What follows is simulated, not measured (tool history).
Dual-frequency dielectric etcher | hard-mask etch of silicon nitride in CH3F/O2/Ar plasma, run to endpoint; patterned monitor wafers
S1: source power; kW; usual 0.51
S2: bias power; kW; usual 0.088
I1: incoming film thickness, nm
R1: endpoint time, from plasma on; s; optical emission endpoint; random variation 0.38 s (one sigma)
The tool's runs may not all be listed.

run 1 day=0 | S1=0.51 S2=0.088 | I1=38.47 | R1=48.9
run 2 day=0.504 | S1=0.51 S2=0.088 | I1=38.6 | R1=49.2
run 3 day=1.517 | S1=0.51 S2=0.088 | I1=38.45 | R1=49.3
run 4 day=2.096 | S1=0.51 S2=0.103 | I1=39.18 | R1=45.6
run 5 day=2.642 | S1=0.51 S2=0.103 | I1=38.54 | R1=45.5
run 6 day=3.008 | S1=0.51 S2=0.088 | I1=38.95 | R1=50.1
run 7 day=3.562 | S1=0.55 S2=0.088 | I1=38.68 | R1=47.9
run 8 day=3.938 | S1=0.55 S2=0.088 | I1=38.91 | R1=48.8
run 9 day=4.279 | S1=0.51 S2=0.088 | I1=38.48 | R1=49.3
run 10 day=4.9 | S1=0.51 S2=0.088 | I1=38.93 | R1=49.1
run 11 day=5.267 | S1=0.51 S2=0.088 | I1=38.33 | R1=49.8
-- day=5.612 source power generator calibrated
run 12 day=6.017 | S1=0.51 S2=0.088 | I1=38.26 | R1=49.6
run 13 day=6.354 | S1=0.46 S2=0.088 | I1=38.36 | R1=51.9
run 14 day=6.754 | S1=0.44 S2=0.097 | I1=38.29 | R1=49.3
run 15 day=7.121 | S1=0.41 S2=0.081 | I1=38.7 | R1=57.5
run 16 day=7.5 | S1=0.63 S2=0.109 | I1=38.9 | R1=41.1
run 17 day=8.133 | S1=0.62 S2=0.102 | I1=39.04 | R1=42.9
run 18 day=8.567 | S1=0.4 S2=0.11 | I1=38.34 | R1=48.9
run 19 day=8.95 | S1=0.6 S2=0.096 | I1=38.52 | R1=44.1
-- day=10.704 upper electrode replaced
run 20 day=10.746 | S1=0.6 S2=0.096 | I1=38.62 | R1=45
-- day=11.158 bias power generator calibrated
run 21 day=11.179 | S1=0.51 S2=0.071 | I1=38.25 | R1=56.5
-- day=12.825 wet clean of the chamber
run 22 day=12.846 | S1=0.41 S2=0.078 | I1=38.26 | R1=55.9
run 23 day=12.858 | S1=0.4 S2=0.077 | I1=38.96 | R1=57.4
run 24 day=12.946 | S1=0.48 S2=0.077 | I1=38.54 | R1=52.4
run 25 day=13.279 | S1=0.51 S2=0.088 | I1=38.6 | R1=46.9
run 26 day=13.596 | S1=0.41 S2=0.079 | I1=38.42 | R1=55.4
run 27 day=13.938 | S1=0.51 S2=0.088 | I1=38.74 | R1=47.5
run 28 day=14.642 | S1=0.44 S2=0.097 | I1=38.43 | R1=48.1
run 29 day=15.096 | S1=0.46 S2=0.095 | I1=38.68 | R1=47
run 30 day=15.729 | S1=0.45 S2=0.088 | I1=38.43 | R1=50.2
run 31 day=16.058 | S1=0.51 S2=0.109 | I1=38.7 | R1=42.5
run 32 day=16.562 | S1=0.56 S2=0.088 | I1=38.88 | R1=45.7
run 33 day=17.262 | S1=0.51 S2=0.088 | I1=38.28 | R1=47.7
run 34 day=17.588 | S1=0.51 S2=0.088 | I1=38.78 | R1=48.7

The tool's hidden state at each run:
source power that arrives over what is set, %: 0 in every run
bias power that arrives over what is set, %: 0 in every run
H1: etch rate over this chamber's usual, %
run=1 H1=-3.68
run=2 H1=-3.8
run=3 H1=-4.02
run=4 H1=-4.15
run=5 H1=-4.27
run=6 H1=-4.35
run=7 H1=-4.48
run=8 H1=-4.56
run=9 H1=-4.64
run=10 H1=-4.77
run=11 H1=-4.86
run=12 H1=-5.02
run=13 H1=-5.1
run=14 H1=-5.19
run=15 H1=-5.27
run=16 H1=-5.35
run=17 H1=-5.49
run=18 H1=-5.59
run=19 H1=-5.68
run=20 H1=-6.08
run=21 H1=-6.17
run=22 H1=0.0402
run=23 H1=0.0374
run=24 H1=0.018
run=25 H1=-0.0562
run=26 H1=-0.127
run=27 H1=-0.203
run=28 H1=-0.36
run=29 H1=-0.461
run=30 H1=-0.602
run=31 H1=-0.675
run=32 H1=-0.787
run=33 H1=-0.943
run=34 H1=-1.02
